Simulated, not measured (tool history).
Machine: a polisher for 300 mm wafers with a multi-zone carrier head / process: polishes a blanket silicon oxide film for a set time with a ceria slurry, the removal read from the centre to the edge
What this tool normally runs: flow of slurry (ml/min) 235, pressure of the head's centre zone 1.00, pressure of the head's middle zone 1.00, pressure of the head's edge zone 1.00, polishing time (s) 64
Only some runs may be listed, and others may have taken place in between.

| run | hour | flow of slurry (ml/min) | pressure of the head's centre zone | pressure of the head's middle zone | pressure of the head's edge zone | polishing time (s) | incoming thickness of the incoming film, nm | film removed at the wafer's centre (angstrom) | film removed at mid-radius (angstrom) | film removed at the wafer's edge (angstrom) |
|---|---|---|---|---|---|---|---|---|---|---|
| 1 | 0.0 | 235 | 0.91 | 1.00 | 1.00 | 64 | 1126.6 | 2801 | 3116 | 3174 |
|  | 37.4 | worn pad replaced by a new one |
|  | 44.0 | carrier head's membrane replaced by a new one |
| 2 | 85.7 | 235 | 1.00 | 1.00 | 1.00 | 64 | 1160.2 | 3117 | 3116 | 3133 |
|  | 113.2 | slurry nozzle cleaned |
| 3 | 160.3 | 235 | 1.00 | 1.00 | 1.00 | 64 | 1164.9 | 3352 | 3307 | 3269 |
|  | 227.9 | edge zone pressure recalibrated |
| 4 | 249.0 | 235 | 1.00 | 1.00 | 1.00 | 64 | 1162.6 | 3279 | 3303 | 3195 |
| 5 | 347.1 | 235 | 1.00 | 1.00 | 1.00 | 64 | 1134.3 | 3254 | 3232 | 3213 |
| 6 | 393.3 | 235 | 1.00 | 0.95 | 1.00 | 83 | 1162.1 | 4180 | 4003 | 4192 |
|  | 420.3 | centre zone pressure recalibrated |
| 7 | 451.6 | 190 | 0.95 | 1.00 | 0.95 | 80 | 1152.3 | 3674 | 3893 | 3775 |
| 8 | 522.3 | 235 | 1.00 | 1.00 | 1.00 | 64 | 1152.1 | 3159 | 3168 | 3258 |
|  | 527.1 | worn pad replaced by a new one |
| 9 | 567.7 | 235 | 1.00 | 1.09 | 1.00 | 64 | 1152.5 | 3174 | 3409 | 3173 |
| 10 | 766.2 | 215 | 0.89 | 0.95 | 1.09 | 64 | 1143.6 | 2737 | 3035 | 3234 |
|  | 771.4 | slurry nozzle cleaned |
| 11 | 837.6 | 265 | 1.00 | 1.00 | 1.00 | 64 | 1151.4 | 3367 | 3355 | 3278 |
| 12 | 912.2 | 170 | 1.00 | 1.00 | 1.04 | 64 | 1164.1 | 3085 | 3116 | 3204 |
|  | 963.7 | carrier head's membrane replaced by a new one |
| 13 | 1008.8 | 235 | 1.00 | 1.00 | 1.00 | 64 | 1167.0 | 3235 | 3194 | 3196 |
|  | 1058.7 | worn pad replaced by a new one |
| 14 | 1104.8 | 235 | 1.04 | 1.09 | 1.00 | 75 | 1153.0 | 3888 | 3969 | 3701 |
| 15 | 1172.3 | 235 | 1.00 | 1.00 | 1.00 | 58 | 1148.4 | 2901 | 2860 | 2917 |
| 16 | 1265.7 | 235 | 1.00 | 1.00 | 1.00 | 54 | 1141.3 | 2645 | 2609 | 2652 |
|  | 1277.8 | centre zone pressure recalibrated |
| 17 | 1325.0 | 235 | 1.00 | 1.00 | 1.00 | 64 | 1150.8 | 3126 | 3131 | 3123 |
|  | 1353.1 | edge zone pressure recalibrated |
| 18 | 1485.1 | 235 | 1.00 | 0.94 | 0.93 | 64 | 1134.2 | 3073 | 3006 | 3060 |
| 19 | 1544.7 | 235 | 1.00 | 1.00 | 1.00 | 85 | 1157.9 | 4172 | 4146 | 4250 |
|  | 1632.0 | worn pad replaced by a new one |
|  | 1655.4 | slurry nozzle cleaned |
| 20 | 1776.4 | 235 | 1.12 | 1.00 | 1.04 | 54 | 1138.7 | 3078 | 2751 | 2764 |
|  | 1911.7 | carrier head's membrane replaced by a new one |
| 21 | 2023.0 | 235 | 1.00 | 1.00 | 1.00 | 64 | 1150.6 | 3174 | 3159 | 3179 |

Selected run-to-run steps in film removed at the wafer's centre (angstrom), each split into two signed amounts: the part the tool would show with no hidden state at all (from settings, incoming material and random variation), and the remainder, which goes to the hidden state together with any gauge scatter not common to the measured and the hidden-state-free results:
Unlogged tool condition in this case: removal rate lost through wear of the pad, %; slurry flow missing at the pad, %; deviation of the centre zone's pressure from its setpoint, %; deviation of the edge zone's pressure from its setpoint, %.
Run 2 -> 3: slurry nozzle cleaned. film removed at the wafer's centre (angstrom) +235: hidden state +223, all else +12.
Run 18 -> 19: pressure of the head's middle zone 0.94 -> 1.00, pressure of the head's edge zone 0.93 -> 1.00, polishing time (s) 64 -> 85. film removed at the wafer's centre (angstrom) +1099: hidden state -91, all else +1190.
Run 19 -> 20: pressure of the head's centre zone 1.00 -> 1.12, pressure of the head's edge zone 1.00 -> 1.04, polishing time (s) 85 -> 54, worn pad replaced by a new one, slurry nozzle cleaned. film removed at the wafer's centre (angstrom) -1094: hidden state +243, all else -1337.
